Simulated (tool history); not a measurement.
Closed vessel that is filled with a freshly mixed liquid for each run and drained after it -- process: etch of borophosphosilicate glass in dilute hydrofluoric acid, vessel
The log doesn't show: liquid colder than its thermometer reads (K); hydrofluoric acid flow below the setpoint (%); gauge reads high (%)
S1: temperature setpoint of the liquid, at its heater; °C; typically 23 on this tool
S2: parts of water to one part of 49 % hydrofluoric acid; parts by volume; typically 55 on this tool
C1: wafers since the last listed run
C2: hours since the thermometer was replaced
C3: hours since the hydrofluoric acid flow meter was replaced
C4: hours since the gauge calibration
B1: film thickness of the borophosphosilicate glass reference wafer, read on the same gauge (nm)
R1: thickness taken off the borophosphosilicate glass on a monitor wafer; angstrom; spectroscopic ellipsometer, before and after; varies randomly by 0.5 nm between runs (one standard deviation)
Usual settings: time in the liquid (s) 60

{"run": 1, "hour": 0.0, "S1": 25, "S2": 55, "time in the liquid (s)": 60, "C1": 0, "C2": 732.7, "C3": 381.5, "C4": 450.4, "B1": 70, "R1": 523.2}
{"run": 2, "hour": 12.3, "S1": 25, "S2": 55, "time in the liquid (s)": 60, "C1": 1601, "C2": 745, "C3": 393.8, "C4": 462.7, "B1": 70.01, "R1": 527.8}
{"run": 3, "hour": 28.9, "S1": 23, "S2": 55, "time in the liquid (s)": 60, "C1": 2160, "C2": 761.6, "C3": 410.4, "C4": 479.3, "B1": 69.98, "R1": 476.9}
{"run": 4, "hour": 63.7, "S1": 23, "S2": 55, "time in the liquid (s)": 60, "C1": 4530, "C2": 796.4, "C3": 445.2, "C4": 514.1, "B1": 69.99, "R1": 473.7}
{"run": 5, "hour": 95.8, "S1": 23, "S2": 55, "time in the liquid (s)": 60, "C1": 4178, "C2": 828.5, "C3": 477.3, "C4": 546.2, "B1": 70.03, "R1": 475.1}
{"run": 6, "hour": 109.0, "S1": 23, "S2": 55, "time in the liquid (s)": 60, "C1": 1718, "C2": 841.7, "C3": 490.5, "C4": 559.4, "B1": 70, "R1": 473.1}
{"run": 7, "hour": 126.2, "S1": 23, "S2": 55, "time in the liquid (s)": 60, "C1": 2238, "C2": 858.9, "C3": 507.7, "C4": 576.6, "B1": 70.02, "R1": 470.7}
{"run": 8, "hour": 139.9, "S1": 23, "S2": 75, "time in the liquid (s)": 35, "C1": 1783, "C2": 872.6, "C3": 521.4, "C4": 590.3, "B1": 69.99, "R1": 198.1}
{"run": 9, "hour": 160.6, "S1": 23, "S2": 75, "time in the liquid (s)": 35, "C1": 2694, "C2": 893.3, "C3": 542.1, "C4": 611, "B1": 70, "R1": 195.2}
{"run": 10, "hour": 184.5, "S1": 23, "S2": 40, "time in the liquid (s)": 60, "C1": 3111, "C2": 917.2, "C3": 566, "C4": 634.9, "B1": 70, "R1": 657.7}
{"run": 11, "hour": 211.7, "S1": 23, "S2": 40, "time in the liquid (s)": 60, "C1": 3540, "C2": 944.4, "C3": 593.2, "C4": 662.1, "B1": 70, "R1": 639.8}
{"run": 12, "hour": 226.1, "S1": 23, "S2": 55, "time in the liquid (s)": 60, "C1": 1874, "C2": 958.8, "C3": 607.6, "C4": 676.5, "B1": 70, "R1": 456.2}
{"run": 13, "hour": 242.1, "S1": 23, "S2": 55, "time in the liquid (s)": 60, "C1": 2082, "C2": 974.8, "C3": 623.6, "C4": 692.5, "B1": 69.99, "R1": 463}
{"run": 14, "hour": 271.1, "S1": 23, "S2": 55, "time in the liquid (s)": 60, "C1": 3775, "C2": 1003.8, "C3": 652.6, "C4": 721.5, "B1": 69.99, "R1": 465.7}
{"run": 15, "hour": 300.2, "S1": 23, "S2": 55, "time in the liquid (s)": 60, "C1": 3788, "C2": 1032.9, "C3": 681.7, "C4": 750.6, "B1": 69.99, "R1": 454.4}
{"hour": 310.4, "done": "thermometer replaced"}
{"hour": 312.1, "done": "gauge calibrated"}
{"run": 16, "hour": 326.6, "S1": 20.5, "S2": 65, "time in the liquid (s)": 35, "C1": 3306, "C2": 16.2, "C3": 708.1, "C4": 14.5, "B1": 70.01, "R1": 220.3}
{"run": 17, "hour": 341.0, "S1": 23, "S2": 80, "time in the liquid (s)": 60, "C1": 1874, "C2": 30.6, "C3": 722.5, "C4": 28.9, "B1": 70.01, "R1": 332.3}
{"run": 18, "hour": 363.9, "S1": 25, "S2": 65, "time in the liquid (s)": 60, "C1": 2980, "C2": 53.5, "C3": 745.4, "C4": 51.8, "B1": 70.02, "R1": 447.2}
{"hour": 392.2, "done": "hydrofluoric acid flow meter replaced"}
{"run": 19, "hour": 396.4, "S1": 23, "S2": 55, "time in the liquid (s)": 60, "C1": 4100, "C2": 86, "C3": 4.2, "C4": 84.3, "B1": 70.02, "R1": 531.1}
{"run": 20, "hour": 416.6, "S1": 19, "S2": 70, "time in the liquid (s)": 80, "C1": 2629, "C2": 106.2, "C3": 24.4, "C4": 104.5, "B1": 69.97, "R1": 455.1}
{"run": 21, "hour": 429.7, "S1": 23, "S2": 45, "time in the liquid (s)": 80, "C1": 1705, "C2": 119.3, "C3": 37.5, "C4": 117.6, "B1": 70.03, "R1": 872.8}
{"run": 22, "hour": 452.4, "S1": 23, "S2": 55, "time in the liquid (s)": 60, "C1": 2954, "C2": 142, "C3": 60.2, "C4": 140.3, "B1": 70.02, "R1": 523}
{"run": 23, "hour": 469.1, "S1": 23, "S2": 55, "time in the liquid (s)": 60, "C1": 2173, "C2": 158.7, "C3": 76.9, "C4": 157, "B1": 70.01, "R1": 517.3}
{"run": 24, "hour": 498.9, "S1": 23, "S2": 55, "time in the liquid (s)": 60, "C1": 3879, "C2": 188.5, "C3": 106.7, "C4": 186.8, "B1": 70.01, "R1": 526.2}
{"run": 25, "hour": 515.2, "S1": 24.5, "S2": 55, "time in the liquid (s)": 70, "C1": 2121, "C2": 204.8, "C3": 123, "C4": 203.1, "B1": 69.98, "R1": 636.8}
{"run": 26, "hour": 540.0, "S1": 23, "S2": 75, "time in the liquid (s)": 60, "C1": 3228, "C2": 229.6, "C3": 147.8, "C4": 227.9, "B1": 70.02, "R1": 368.5}
{"run": 27, "hour": 568.6, "S1": 23, "S2": 55, "time in the liquid (s)": 60, "C1": 3722, "C2": 258.2, "C3": 176.4, "C4": 256.5, "B1": 70.01, "R1": 509.2}
{"run": 28, "hour": 588.6, "S1": 21, "S2": 75, "time in the liquid (s)": 40, "C1": 2603, "C2": 278.2, "C3": 196.4, "C4": 276.5, "B1": 70, "R1": 226.8}
{"run": 29, "hour": 613.4, "S1": 25.5, "S2": 30, "time in the liquid (s)": 95, "C1": 3228, "C2": 303, "C3": 221.2, "C4": 301.3, "B1": 70, "R1": 1710.5}
{"run": 30, "hour": 630.4, "S1": 23, "S2": 55, "time in the liquid (s)": 60, "C1": 2212, "C2": 320, "C3": 238.2, "C4": 318.3, "B1": 70, "R1": 503.3}
{"run": 31, "hour": 652.0, "S1": 19.5, "S2": 55, "time in the liquid (s)": 35, "C1": 2811, "C2": 341.6, "C3": 259.8, "C4": 339.9, "B1": 70.01, "R1": 253.6}

Branching from run 31: 5 alternative next runs. What would each branch give?
{"run": "A", "hour": 652.7, "S1": 23, "S2": 55, "time in the liquid (s)": 45, "C1": 91, "C2": 342.3, "C3": 260.5, "C4": 340.6, "B1": "?", "R1": "?"}
{"run": "B", "hour": 652.7, "S1": 18.5, "S2": 75, "time in the liquid (s)": 95, "C1": 91, "C2": 342.3, "C3": 260.5, "C4": 340.6, "B1": "?", "R1": "?"}
{"run": "C", "hour": 652.7, "S1": 20.5, "S2": 55, "time in the liquid (s)": 95, "C1": 91, "C2": 342.3, "C3": 260.5, "C4": 340.6, "B1": "?", "R1": "?"}
{"run": "D", "hour": 652.7, "S1": 26.5, "S2": 55, "time in the liquid (s)": 30, "C1": 91, "C2": 342.3, "C3": 260.5, "C4": 340.6, "B1": "?", "R1": "?"}
{"run": "E", "hour": 652.7, "S1": 20.5, "S2": 75, "time in the liquid (s)": 70, "C1": 91, "C2": 342.3, "C3": 260.5, "C4": 340.6, "B1": "?", "R1": "?"}

run=A B1=70 R1=385.7
run=B B1=70 R1=482.4
run=C B1=70 R1=733.1
run=D B1=70 R1=296.8
run=E B1=70 R1=386.7
Take away the tool's hidden state, keep each run's random variation, and the runs would have read:
run=A R1=413.9
run=B R1=518.3
run=C R1=787.1
run=D R1=318.2
run=E R1=415.3
